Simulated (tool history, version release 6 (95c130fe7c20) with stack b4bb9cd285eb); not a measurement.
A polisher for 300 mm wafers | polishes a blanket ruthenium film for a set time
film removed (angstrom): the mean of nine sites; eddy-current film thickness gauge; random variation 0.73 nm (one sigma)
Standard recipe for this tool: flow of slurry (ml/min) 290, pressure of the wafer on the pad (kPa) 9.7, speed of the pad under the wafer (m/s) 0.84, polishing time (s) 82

run	hour	flow of slurry (ml/min)	pressure of the wafer on the pad (kPa)	speed of the pad under the wafer (m/s)	polishing time (s)	wafers since the last listed run	wafers polished on this pad	hours since the slurry nozzle was cleaned	hours since the head pressure was calibrated	incoming thickness of the incoming film, nm	film removed (angstrom)
1	0.0	290	9.7	0.60	82	0	2049	437.2	1.4	408.2	392
2	52.7	290	9.7	0.84	82	351	2401	489.9	54.1	414.2	476
3	105.8	290	9.7	0.92	82	354	2756	543.0	107.2	409.4	501
4	151.2	290	9.7	0.92	82	303	3059	588.4	152.6	410.6	493
# hour 163.0: slurry nozzle cleaned
# hour 163.6: worn pad replaced by a new one
5	204.4	365	9.7	0.84	96	344	272	41.4	205.8	407.3	610
6	229.6	365	9.7	0.84	96	168	440	66.6	231.0	410.5	596
7	266.2	365	9.7	0.84	96	244	685	103.2	267.6	408.7	615
8	335.1	290	11.7	0.84	82	460	1145	172.1	336.5	407.5	610
9	448.1	290	11.7	0.84	82	754	1899	285.1	449.5	418.0	586
10	499.0	290	11.7	0.84	82	339	2239	336.0	500.4	408.1	592
11	542.3	290	9.7	0.84	82	289	2528	379.3	543.7	409.8	473
# hour 576.1: worn pad replaced by a new one
12	600.2	290	9.7	0.84	82	359	160	437.2	601.6	408.6	481
13	669.1	225	9.7	0.84	82	460	620	506.1	670.5	414.0	451
14	713.7	225	9.7	0.84	82	297	918	550.7	715.1	412.3	442
15	771.2	290	9.7	0.84	82	383	1302	608.2	772.6	408.9	474
# hour 844.3: slurry nozzle cleaned
16	961.0	290	9.7	0.84	82	1260	2562	116.7	962.4	403.9	499
# hour 1045.8: worn pad replaced by a new one
17	1099.8	290	9.7	1.08	82	900	360	255.5	1101.2	409.6	577
18	1137.8	250	9.7	0.84	55	253	614	293.5	1139.2	409.1	323
19	1183.7	290	9.7	0.58	82	306	920	339.4	1185.1	416.5	389
20	1234.3	360	11.0	0.62	70	337	1258	390.0	1235.7	413.5	400
# hour 1258.5: head pressure recalibrated
21	1269.1	290	9.7	0.84	82	218	1477	424.8	10.6	406.6	484
22	1325.1	290	9.7	0.84	82	373	1851	480.8	66.6	410.6	481
23	1389.8	290	9.7	0.66	73	431	2283	545.5	131.3	405.4	358
24	1431.1	385	7.6	0.60	82	275	2559	586.8	172.6	408.4	317
# hour 1438.3: slurry nozzle cleaned
# hour 1480.4: worn pad replaced by a new one
25	1493.1	240	12.4	0.84	82	380	84	54.8	234.6	409.4	636
26	1553.0	290	11.7	0.70	57	399	484	114.7	294.5	412.4	376
27	1619.4	290	9.7	0.84	82	443	927	181.1	360.9	417.1	502
28	1674.9	290	9.7	0.84	53	370	1298	236.6	416.4	413.5	321
29	1745.4	200	12.4	1.14	82	470	1769	307.1	486.9	408.5	737
30	1783.0	325	9.7	0.84	89	251	2020	344.7	524.5	409.0	527
31	1826.9	250	9.7	0.84	82	293	2313	388.6	568.4	415.1	480
32	1866.2	340	9.7	0.54	82	262	2575	427.9	607.7	409.9	380
33	1927.1	290	11.0	0.58	74	406	2982	488.8	668.6	413.5	386
# hour 1936.4: worn pad replaced by a new one
# hour 1967.5: slurry nozzle cleaned
34	1978.3	190	6.9	0.74	54	308	273	10.8	719.8	408.7	207
35	2045.0	260	7.6	0.84	108	445	718	77.5	786.5	413.8	526
36	2086.6	290	9.7	0.84	82	277	996	119.1	828.1	404.0	508
37	2157.3	290	9.7	0.84	100	472	1468	189.8	898.8	414.3	595

Hidden condition of the tool, last listed run before each entry between runs versus first listed run after:
Runs 4 to 5: slurry nozzle cleaned (hour 163.0); worn pad replaced by a new one (hour 163.6)
  slurry flow missing at the pad, %: 43.9 -> 6.06
  measured result minus the result with no hidden state, film removed (angstrom): -44 -> -4
Runs 11 to 12: worn pad replaced by a new one (hour 576.1)
  slurry flow missing at the pad, %: 28.4 -> 32.2
  measured result minus the result with no hidden state, film removed (angstrom): -20 -> -25
Runs 15 to 16: slurry nozzle cleaned (hour 844.3)
  slurry flow missing at the pad, %: 43.6 -> 9.16
  measured result minus the result with no hidden state, film removed (angstrom): -42 -> -5
Runs 16 to 17: worn pad replaced by a new one (hour 1045.8)
  slurry flow missing at the pad, %: 9.16 -> 18.3
  measured result minus the result with no hidden state, film removed (angstrom): -5 -> -13
Runs 20 to 21: head pressure recalibrated (hour 1258.5)
  slurry flow missing at the pad, %: 27.2 -> 29.5
  measured result minus the result with no hidden state, film removed (angstrom): -13 -> -22
Runs 24 to 25: slurry nozzle cleaned (hour 1438.3); worn pad replaced by a new one (hour 1480.4)
  slurry flow missing at the pad, %: 40.3 -> 8.2
  measured result minus the result with no hidden state, film removed (angstrom): -17 -> -7
Runs 33 to 34: worn pad replaced by a new one (hour 1936.4); slurry nozzle cleaned (hour 1967.5)
  slurry flow missing at the pad, %: 36.9 -> 0.87
  measured result minus the result with no hidden state, film removed (angstrom): -25 -> -1
